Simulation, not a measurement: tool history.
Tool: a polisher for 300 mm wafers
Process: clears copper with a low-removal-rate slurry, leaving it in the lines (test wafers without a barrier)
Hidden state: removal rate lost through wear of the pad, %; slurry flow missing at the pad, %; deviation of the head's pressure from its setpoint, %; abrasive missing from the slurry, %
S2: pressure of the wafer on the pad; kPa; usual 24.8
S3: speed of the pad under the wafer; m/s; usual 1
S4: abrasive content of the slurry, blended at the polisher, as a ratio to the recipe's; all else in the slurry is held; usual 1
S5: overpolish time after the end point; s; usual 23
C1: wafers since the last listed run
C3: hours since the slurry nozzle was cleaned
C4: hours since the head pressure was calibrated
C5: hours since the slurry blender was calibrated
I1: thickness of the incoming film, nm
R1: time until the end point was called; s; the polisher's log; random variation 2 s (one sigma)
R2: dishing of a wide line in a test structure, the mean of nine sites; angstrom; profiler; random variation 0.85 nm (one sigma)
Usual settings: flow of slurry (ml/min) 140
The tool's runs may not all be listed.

run 1 hour=0 | flow_of_slurry_(ml/min)=140 S2=24.8 S3=1 S4=1 S5=23 | C1=0 wafers_polished_on_this_pad=759 C3=94 C4=15.3 C5=143 | I1=609.6 | R1=155.7 R2=537
run 2 hour=14.1 | flow_of_slurry_(ml/min)=140 S2=24.8 S3=1 S4=1 S5=23 | C1=75 wafers_polished_on_this_pad=835 C3=108.1 C4=29.4 C5=157.1 | I1=604.3 | R1=155.7 R2=528
-- hour=21.2 worn pad replaced by a new one
run 3 hour=30.7 | flow_of_slurry_(ml/min)=140 S2=24.8 S3=1 S4=1 S5=23 | C1=67 wafers_polished_on_this_pad=50 C3=124.7 C4=46 C5=173.7 | I1=607.9 | R1=160.4 R2=517
run 4 hour=46.6 | flow_of_slurry_(ml/min)=140 S2=24.8 S3=1 S4=1 S5=23 | C1=85 wafers_polished_on_this_pad=135 C3=140.6 C4=61.9 C5=189.6 | I1=617 | R1=161.1 R2=518
run 5 hour=82.1 | flow_of_slurry_(ml/min)=165 S2=24.8 S3=1 S4=1 S5=23 | C1=189 wafers_polished_on_this_pad=325 C3=176.1 C4=97.4 C5=225.1 | I1=602.2 | R1=156.9 R2=517
run 6 hour=104.1 | flow_of_slurry_(ml/min)=165 S2=24.8 S3=1 S4=1 S5=23 | C1=117 wafers_polished_on_this_pad=443 C3=198.1 C4=119.4 C5=247.1 | I1=622.9 | R1=163.2 R2=525
run 7 hour=118.1 | flow_of_slurry_(ml/min)=140 S2=24.8 S3=1 S4=1 S5=23 | C1=74 wafers_polished_on_this_pad=518 C3=212.1 C4=133.4 C5=261.1 | I1=606.2 | R1=170.6 R2=489
run 8 hour=144.9 | flow_of_slurry_(ml/min)=140 S2=24.8 S3=1 S4=1 S5=23 | C1=143 wafers_polished_on_this_pad=662 C3=238.9 C4=160.2 C5=287.9 | I1=608.4 | R1=168.2 R2=478
run 9 hour=159.4 | flow_of_slurry_(ml/min)=140 S2=24.8 S3=1 S4=1 S5=23 | C1=77 wafers_polished_on_this_pad=739 C3=253.4 C4=174.7 C5=302.4 | I1=607.2 | R1=172.6 R2=483
run 10 hour=179.3 | flow_of_slurry_(ml/min)=140 S2=24.8 S3=1 S4=1 S5=23 | C1=106 wafers_polished_on_this_pad=846 C3=273.3 C4=194.6 C5=322.3 | I1=619.5 | R1=180.4 R2=475
-- hour=198.7 worn pad replaced by a new one
run 11 hour=215 | flow_of_slurry_(ml/min)=140 S2=24.8 S3=1 S4=1 S5=23 | C1=169 wafers_polished_on_this_pad=87 C3=309 C4=230.3 C5=358 | I1=607 | R1=175 R2=476
run 12 hour=229.8 | flow_of_slurry_(ml/min)=140 S2=24.8 S3=1 S4=0.75 S5=23 | C1=79 wafers_polished_on_this_pad=166 C3=323.8 C4=245.1 C5=372.8 | I1=599.9 | R1=189.1 R2=442
run 13 hour=247.6 | flow_of_slurry_(ml/min)=90 S2=24.8 S3=1 S4=0.9 S5=14 | C1=95 wafers_polished_on_this_pad=261 C3=341.6 C4=262.9 C5=390.6 | I1=597.8 | R1=205.7 R2=274
-- hour=263.3 slurry blender recalibrated
-- hour=271.9 slurry nozzle cleaned
run 14 hour=274.7 | flow_of_slurry_(ml/min)=140 S2=24.8 S3=1 S4=1 S5=23 | C1=128 wafers_polished_on_this_pad=390 C3=2.8 C4=290 C5=11.4 | I1=614.7 | R1=163.5 R2=511
run 15 hour=290.7 | flow_of_slurry_(ml/min)=140 S2=24.8 S3=1 S4=0.9 S5=23 | C1=85 wafers_polished_on_this_pad=476 C3=18.8 C4=306 C5=27.4 | I1=598.3 | R1=164.9 R2=487
run 16 hour=311.6 | flow_of_slurry_(ml/min)=140 S2=24.8 S3=1 S4=1 S5=23 | C1=111 wafers_polished_on_this_pad=588 C3=39.7 C4=326.9 C5=48.3 | I1=606.9 | R1=160.7 R2=514
run 17 hour=347 | flow_of_slurry_(ml/min)=140 S2=24.8 S3=1 S4=1 S5=9 | C1=189 wafers_polished_on_this_pad=777 C3=75.1 C4=362.3 C5=83.7 | I1=619.2 | R1=170.2 R2=228
-- hour=356.4 worn pad replaced by a new one
run 18 hour=359.5 | flow_of_slurry_(ml/min)=105 S2=24.8 S3=1 S4=0.7 S5=16 | C1=45 wafers_polished_on_this_pad=16 C3=87.6 C4=374.8 C5=96.2 | I1=615.3 | R1=211.4 R2=323
run 19 hour=371.7 | flow_of_slurry_(ml/min)=140 S2=24.8 S3=1 S4=0.8 S5=23 | C1=65 wafers_polished_on_this_pad=81 C3=99.8 C4=387 C5=108.4 | I1=619 | R1=181.9 R2=459
run 20 hour=383.8 | flow_of_slurry_(ml/min)=95 S2=15.9 S3=1 S4=1 S5=23 | C1=64 wafers_polished_on_this_pad=146 C3=111.9 C4=399.1 C5=120.5 | I1=608.3 | R1=297.7 R2=299
run 21 hour=411.5 | flow_of_slurry_(ml/min)=140 S2=24.8 S3=1 S4=1 S5=23 | C1=148 wafers_polished_on_this_pad=294 C3=139.6 C4=426.8 C5=148.2 | I1=608.8 | R1=171.5 R2=484
-- hour=434.5 head pressure recalibrated
run 22 hour=446.2 | flow_of_slurry_(ml/min)=140 S2=24.8 S3=1 S4=1 S5=23 | C1=175 wafers_polished_on_this_pad=469 C3=174.3 C4=11.7 C5=182.9 | I1=605.3 | R1=158.4 R2=522
run 23 hour=479.3 | flow_of_slurry_(ml/min)=120 S2=24.8 S3=1 S4=1 S5=23 | C1=177 wafers_polished_on_this_pad=646 C3=207.4 C4=44.8 C5=216 | I1=607.3 | R1=167.2 R2=490
run 24 hour=504.6 | flow_of_slurry_(ml/min)=140 S2=24.8 S3=1 S4=1 S5=23 | C1=135 wafers_polished_on_this_pad=782 C3=232.7 C4=70.1 C5=241.3 | I1=611.5 | R1=163.6 R2=494
-- hour=517.7 worn pad replaced by a new one
run 25 hour=519.7 | flow_of_slurry_(ml/min)=140 S2=24.8 S3=1 S4=1 S5=23 | C1=59 wafers_polished_on_this_pad=10 C3=247.8 C4=85.2 C5=256.4 | I1=615.5 | R1=173.3 R2=489
run 26 hour=541.8 | flow_of_slurry_(ml/min)=190 S2=29 S3=1 S4=0.7 S5=23 | C1=118 wafers_polished_on_this_pad=129 C3=269.9 C4=107.3 C5=278.5 | I1=600.6 | R1=148.2 R2=528
run 27 hour=570.4 | flow_of_slurry_(ml/min)=140 S2=24.8 S3=1 S4=1 S5=14 | C1=153 wafers_polished_on_this_pad=282 C3=298.5 C4=135.9 C5=307.1 | I1=604.9 | R1=170.2 R2=320
run 28 hour=599.8 | flow_of_slurry_(ml/min)=140 S2=24.8 S3=1 S4=1 S5=17 | C1=157 wafers_polished_on_this_pad=439 C3=327.9 C4=165.3 C5=336.5 | I1=602.9 | R1=173.7 R2=391
run 29 hour=617.8 | flow_of_slurry_(ml/min)=140 S2=24.8 S3=1 S4=0.85 S5=23 | C1=96 wafers_polished_on_this_pad=535 C3=345.9 C4=183.3 C5=354.5 | I1=608.8 | R1=187.1 R2=460

The same runs without the tool's hidden state, with the same run-to-run variation:
run=1 R1=148.5 R2=555
run=2 R1=146 R2=553
run=3 R1=147.8 R2=549
run=4 R1=146.1 R2=556
run=5 R1=139.7 R2=562
run=6 R1=143.3 R2=578
run=7 R1=146.8 R2=547
run=8 R1=142.8 R2=540
run=9 R1=145.5 R2=548
run=10 R1=150.9 R2=543
run=11 R1=144.7 R2=548
run=12 R1=155.7 R2=513
run=13 R1=160.7 R2=339
run=14 R1=147 R2=555
run=15 R1=146.8 R2=533
run=16 R1=141.3 R2=567
run=17 R1=147 R2=261
run=18 R1=179.3 R2=372
run=19 R1=155.4 R2=518
run=20 R1=247.6 R2=349
run=21 R1=144.3 R2=551
run=22 R1=147.5 R2=549
run=23 R1=148.9 R2=534
run=24 R1=144.3 R2=542
run=25 R1=151.3 R2=540
run=26 R1=130.3 R2=579
run=27 R1=144.3 R2=368
run=28 R1=145.4 R2=451
run=29 R1=155.6 R2=529
